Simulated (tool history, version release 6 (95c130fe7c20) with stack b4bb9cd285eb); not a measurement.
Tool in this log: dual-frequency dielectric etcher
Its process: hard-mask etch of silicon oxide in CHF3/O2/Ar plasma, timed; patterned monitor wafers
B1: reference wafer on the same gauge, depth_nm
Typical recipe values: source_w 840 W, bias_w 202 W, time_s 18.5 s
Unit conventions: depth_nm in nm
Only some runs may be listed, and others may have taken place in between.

{"run": 1, "hour": 0.0, "source_w": 840, "bias_w": 166, "time_s": 18.5, "B1": 42.58, "depth_nm": 39.22}
{"run": 2, "hour": 51.8, "source_w": 840, "bias_w": 202, "time_s": 18.5, "B1": 42.59, "depth_nm": 42.2}
{"hour": 87.3, "done": "wet clean of the chamber"}
{"run": 3, "hour": 122.6, "source_w": 840, "bias_w": 230, "time_s": 18.5, "B1": 42.58, "depth_nm": 43.46}
{"run": 4, "hour": 148.7, "source_w": 840, "bias_w": 230, "time_s": 18.5, "B1": 42.61, "depth_nm": 43.46}
{"run": 5, "hour": 191.2, "source_w": 840, "bias_w": 230, "time_s": 18.5, "B1": 42.55, "depth_nm": 43.17}
{"run": 6, "hour": 215.6, "source_w": 840, "bias_w": 202, "time_s": 18.5, "B1": 42.64, "depth_nm": 40.92}
{"run": 7, "hour": 280.4, "source_w": 840, "bias_w": 202, "time_s": 18.5, "B1": 42.64, "depth_nm": 41.24}
{"hour": 315.9, "done": "bias power generator calibrated"}
{"run": 8, "hour": 323.4, "source_w": 840, "bias_w": 202, "time_s": 18.5, "B1": 42.62, "depth_nm": 41.77}
{"run": 9, "hour": 380.9, "source_w": 890, "bias_w": 240, "time_s": 13.5, "B1": 42.6, "depth_nm": 34.05}
{"hour": 384.3, "done": "gauge calibrated"}
{"hour": 443.8, "done": "upper electrode replaced"}
{"run": 10, "hour": 444.3, "source_w": 840, "bias_w": 237, "time_s": 18.5, "B1": 42.58, "depth_nm": 45.24}
{"run": 11, "hour": 481.2, "source_w": 840, "bias_w": 202, "time_s": 18.5, "B1": 42.6, "depth_nm": 42.45}
{"hour": 543.6, "done": "wet clean of the chamber"}
{"run": 12, "hour": 544.1, "source_w": 900, "bias_w": 202, "time_s": 20.5, "B1": 42.63, "depth_nm": 47.19}
{"run": 13, "hour": 581.7, "source_w": 680, "bias_w": 239, "time_s": 23.5, "B1": 42.58, "depth_nm": 48.77}
{"run": 14, "hour": 647.9, "source_w": 750, "bias_w": 233, "time_s": 21.0, "B1": 42.6, "depth_nm": 46.33}
{"run": 15, "hour": 717.2, "source_w": 840, "bias_w": 202, "time_s": 21.5, "B1": 42.55, "depth_nm": 48.3}
{"run": 16, "hour": 754.1, "source_w": 920, "bias_w": 178, "time_s": 14.0, "B1": 42.62, "depth_nm": 31.77}
{"run": 17, "hour": 819.3, "source_w": 840, "bias_w": 202, "time_s": 18.5, "B1": 42.61, "depth_nm": 42.36}
{"run": 18, "hour": 876.5, "source_w": 840, "bias_w": 178, "time_s": 18.5, "B1": 42.61, "depth_nm": 40.5}
{"run": 19, "hour": 935.7, "source_w": 720, "bias_w": 202, "time_s": 14.5, "B1": 42.61, "depth_nm": 30.21}
{"hour": 1002.1, "done": "source power generator calibrated"}
{"hour": 1002.4, "done": "wet clean of the chamber"}
{"run": 20, "hour": 1117.6, "source_w": 990, "bias_w": 240, "time_s": 22.5, "B1": 42.54, "depth_nm": 58.61}
{"run": 21, "hour": 1143.2, "source_w": 720, "bias_w": 245, "time_s": 17.0, "B1": 42.64, "depth_nm": 37.54}
{"run": 22, "hour": 1199.1, "source_w": 840, "bias_w": 202, "time_s": 18.5, "B1": 42.61, "depth_nm": 41.49}
{"run": 23, "hour": 1239.6, "source_w": 840, "bias_w": 202, "time_s": 22.0, "B1": 42.59, "depth_nm": 49.58}
{"run": 24, "hour": 1277.1, "source_w": 720, "bias_w": 241, "time_s": 18.5, "B1": 42.6, "depth_nm": 41.48}
{"run": 25, "hour": 1345.8, "source_w": 1020, "bias_w": 160, "time_s": 24.0, "B1": 42.62, "depth_nm": 55.42}
{"run": 26, "hour": 1394.1, "source_w": 840, "bias_w": 202, "time_s": 18.5, "B1": 42.54, "depth_nm": 42.61}
{"hour": 1434.4, "done": "wet clean of the chamber"}
{"run": 27, "hour": 1451.7, "source_w": 930, "bias_w": 153, "time_s": 22.5, "B1": 42.6, "depth_nm": 47.36}
{"run": 28, "hour": 1485.2, "source_w": 1020, "bias_w": 225, "time_s": 15.0, "B1": 42.58, "depth_nm": 38.51}
{"run": 29, "hour": 1537.3, "source_w": 1010, "bias_w": 239, "time_s": 15.0, "B1": 42.58, "depth_nm": 39.87}

Results per run with the tool's hidden condition removed, run-to-run variation unchanged:
Hidden conditions of the tool in this case: etch rate over this chamber's usual, %; source power that arrives over what is set, %; bias power that arrives over what is set, %; gauge reads high (%).
run=1 depth_nm=37.67
run=2 depth_nm=40.31
run=3 depth_nm=43.27
run=4 depth_nm=43.15
run=5 depth_nm=42.66
run=6 depth_nm=40.32
run=7 depth_nm=40.35
run=8 depth_nm=40.67
run=9 depth_nm=32.94
run=10 depth_nm=43.46
run=11 depth_nm=40.61
run=12 depth_nm=47.09
run=13 depth_nm=48.46
run=14 depth_nm=45.70
run=15 depth_nm=47.27
run=16 depth_nm=30.96
run=17 depth_nm=40.98
run=18 depth_nm=38.94
run=19 depth_nm=28.86
run=20 depth_nm=57.69
run=21 depth_nm=36.84
run=22 depth_nm=40.47
run=23 depth_nm=48.14
run=24 depth_nm=40.11
run=25 depth_nm=53.19
run=26 depth_nm=40.67
run=27 depth_nm=47.04
run=28 depth_nm=38.11
run=29 depth_nm=39.23

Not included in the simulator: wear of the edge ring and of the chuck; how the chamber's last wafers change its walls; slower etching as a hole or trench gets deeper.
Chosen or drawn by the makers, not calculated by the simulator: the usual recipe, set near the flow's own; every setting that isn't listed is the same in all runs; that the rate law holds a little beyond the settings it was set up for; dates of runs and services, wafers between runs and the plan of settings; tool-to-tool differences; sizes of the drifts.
